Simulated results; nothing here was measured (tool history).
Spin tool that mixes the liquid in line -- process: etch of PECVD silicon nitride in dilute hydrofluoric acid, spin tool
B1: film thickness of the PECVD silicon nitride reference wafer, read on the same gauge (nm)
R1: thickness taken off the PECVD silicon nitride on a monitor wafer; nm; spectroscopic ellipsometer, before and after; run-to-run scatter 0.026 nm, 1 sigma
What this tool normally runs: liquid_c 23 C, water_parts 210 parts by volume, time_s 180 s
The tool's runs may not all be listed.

run 1 hour=0 | liquid_c=26 water_parts=210 time_s=180 | B1=101.171 | R1=4.936
run 2 hour=43.3 | liquid_c=26 water_parts=210 time_s=180 | B1=101.368 | R1=4.994
run 3 hour=69 | liquid_c=26 water_parts=210 time_s=180 | B1=101.518 | R1=4.891
run 4 hour=93.3 | liquid_c=23 water_parts=155 time_s=180 | B1=101.554 | R1=5.544
run 5 hour=128.8 | liquid_c=23 water_parts=155 time_s=180 | B1=101.684 | R1=5.511
-- hour=167 hydrofluoric acid flow meter replaced
run 6 hour=191.8 | liquid_c=23 water_parts=155 time_s=180 | B1=101.934 | R1=5.581
run 7 hour=220.9 | liquid_c=23 water_parts=210 time_s=180 | B1=102.063 | R1=4.089
run 8 hour=285.2 | liquid_c=23 water_parts=210 time_s=180 | B1=102.307 | R1=4.143
run 9 hour=317.9 | liquid_c=23 water_parts=210 time_s=120 | B1=102.413 | R1=2.727
run 10 hour=347.8 | liquid_c=23 water_parts=210 time_s=180 | B1=102.538 | R1=4.084
-- hour=405.3 gauge calibrated
run 11 hour=416 | liquid_c=23 water_parts=210 time_s=180 | B1=100.105 | R1=4.043
-- hour=425 thermometer replaced
run 12 hour=458.2 | liquid_c=23 water_parts=210 time_s=85 | B1=100.304 | R1=1.92
run 13 hour=518.1 | liquid_c=23 water_parts=145 time_s=180 | B1=100.478 | R1=5.907
-- hour=569.9 hydrofluoric acid flow meter replaced
run 14 hour=579.1 | liquid_c=19.5 water_parts=285 time_s=255 | B1=100.752 | R1=3.402
run 15 hour=623.5 | liquid_c=20 water_parts=175 time_s=115 | B1=100.906 | R1=2.578
run 16 hour=765 | liquid_c=21.5 water_parts=250 time_s=105 | B1=101.503 | R1=1.82

Table of differences, measured result less the result of that run with no hidden state. Run-to-run variation is the same in both. Gauge scatter possibly is not:
Hidden state present: liquid hotter than its thermometer reads (K); hydrofluoric acid flow above the setpoint (%); gauge reads high (%).
run=1 R1=+0.059
run=2 R1=+0.067
run=3 R1=+0.071
run=4 R1=+0.085
run=5 R1=+0.092
run=6 R1=+0.106
run=7 R1=+0.083
run=8 R1=+0.093
run=9 R1=+0.064
run=10 R1=+0.101
run=11 R1=+0.005
run=12 R1=+0.005
run=13 R1=+0.031
run=14 R1=+0.025
run=15 R1=+0.024
run=16 R1=+0.026
